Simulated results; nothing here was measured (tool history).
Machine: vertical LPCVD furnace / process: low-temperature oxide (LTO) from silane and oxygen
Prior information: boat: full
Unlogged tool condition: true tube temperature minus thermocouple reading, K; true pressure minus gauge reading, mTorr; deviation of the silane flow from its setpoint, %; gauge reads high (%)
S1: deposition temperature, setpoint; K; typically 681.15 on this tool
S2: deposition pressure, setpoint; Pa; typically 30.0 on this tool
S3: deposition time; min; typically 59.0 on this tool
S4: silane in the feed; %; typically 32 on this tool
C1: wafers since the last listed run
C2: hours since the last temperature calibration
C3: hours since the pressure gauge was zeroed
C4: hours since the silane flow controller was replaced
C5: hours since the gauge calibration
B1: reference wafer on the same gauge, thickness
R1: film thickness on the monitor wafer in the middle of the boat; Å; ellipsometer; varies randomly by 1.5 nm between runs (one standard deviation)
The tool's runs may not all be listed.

run    hour      S1    S2    S3  S4    C1      C2      C3      C4      C5      B1      R1
  1     0.0  681.15  30.0  59.0  36     0  3750.3  1747.6  3520.4   143.6  394.82  5443.9
  2    94.0  681.15  30.0  59.0  36  1240  3844.3  1841.6  3614.4   237.6  394.54  5462.4
  3   149.3  681.15  30.0  59.0  36   729  3899.6  1896.9  3669.7   292.9  395.36  5452.1
  4   385.8  681.15  30.0  59.0  29  3121  4136.1  2133.4  3906.2   529.4  394.65  4082.8
  5   476.4  681.15  33.3  59.0  32  1195  4226.7  2224.0  3996.8   620.0  394.99  5195.0
  6   515.8  681.15  30.0  59.0  28   520  4266.1  2263.4  4036.2   659.4  395.08  3844.8
  7   604.0  681.15  30.0  59.0  28  1164  4354.3  2351.6  4124.4   747.6  394.67  3861.7
  8   709.3  681.15  30.0  59.0  32  1390  4459.6  2456.9  4229.7   852.9  395.05  4662.0
  9   747.6  681.15  30.0  59.0  32   505  4497.9  2495.2  4268.0   891.2  395.37  4667.2
 10   841.6  681.15  30.0  59.0  32  1240  4591.9  2589.2  4362.0   985.2  395.75  4660.4
      933.5  -- silane flow controller replaced
 11   936.0  681.15  30.0  72.5  32   929  4686.3  2683.6     2.5  1079.6  395.33  5752.7
      960.5  -- thermocouples replaced and temperature profile calibrated
 12  1011.9  690.15  30.0  59.0  32   685    51.4  2759.5    78.4  1155.5  395.01  5256.6
 13  1094.6  690.15  30.0  59.0  32  1091   134.1  2842.2   161.1  1238.2  395.27  5268.1
 14  1163.3  681.15  30.0  59.0  32   906   202.8  2910.9   229.8  1306.9  394.55  4787.9
 15  1229.9  681.15  30.0  59.0  32   879   269.4  2977.5   296.4  1373.5  395.00  4783.6
     1262.3  -- pressure gauge zeroed
 16  1325.6  681.15  30.0  59.0  32   946   365.1    63.3   392.1  1469.2  394.94  4790.2
 17  1429.5  691.15  30.0  59.0  32  1371   469.0   167.2   496.0  1573.1  395.05  5334.9
 18  1469.7  674.15  30.0  59.0  32   530   509.2   207.4   536.2  1613.3  394.67  4433.8
     1546.1  -- thermocouples replaced and temperature profile calibrated, repeated, since the last time left the tool worse
 19  1546.6  681.15  30.0  59.0  32   698     0.5   284.3   613.1  1690.2  394.37  4564.3
 20  1606.4  690.15  26.0  51.0  34   789    60.3   344.1   672.9  1750.0  394.69  4068.9
 21  1647.2  681.15  30.0  59.0  32   538   101.1   384.9   713.7  1790.8  395.33  4554.4
 22  1719.2  681.15  22.7  59.0  30   950   173.1   456.9   785.7  1862.8  395.37  3145.1
 23  1826.2  687.15  30.0  59.0  32  1412   280.1   563.9   892.7  1969.8  395.02  4891.9
 24  1894.2  685.15  23.3  59.0  32   897   348.1   631.9   960.7  2037.8  395.06  3702.2
     1907.6  -- gauge calibrated
 25  1948.7  681.15  30.0  59.0  32   719   402.6   686.4  1015.2    41.1  394.64  4577.5
 26  2055.5  671.15  34.0  46.0  27  1409   509.4   793.2  1122.0   147.9  395.57  2809.0
 27  2141.3  681.15  30.0  59.0  36  1132   595.2   879.0  1207.8   233.7  395.08  5358.9
 28  2237.5  690.15  25.3  70.0  29  1269   691.4   975.2  1304.0   329.9  394.76  4455.4
 29  2312.5  684.15  30.0  59.0  35   990   766.4  1050.2  1379.0   404.9  394.49  5353.2
 30  2403.9  681.15  30.0  59.0  32  1206   857.8  1141.6  1470.4   496.3  395.28  4602.9

Run 31, settings as shown, results not yet in. Your forecast:
 31  2610.8  671.15  34.0  46.0  27  2731  1064.7  1348.5  1677.3  703.2   ?   ?

{"run 31": {"B1": 394.98, "R1": 2830.9}}
Had the tool carried no hidden state, the very same run would have given R1 2773.3 Å.

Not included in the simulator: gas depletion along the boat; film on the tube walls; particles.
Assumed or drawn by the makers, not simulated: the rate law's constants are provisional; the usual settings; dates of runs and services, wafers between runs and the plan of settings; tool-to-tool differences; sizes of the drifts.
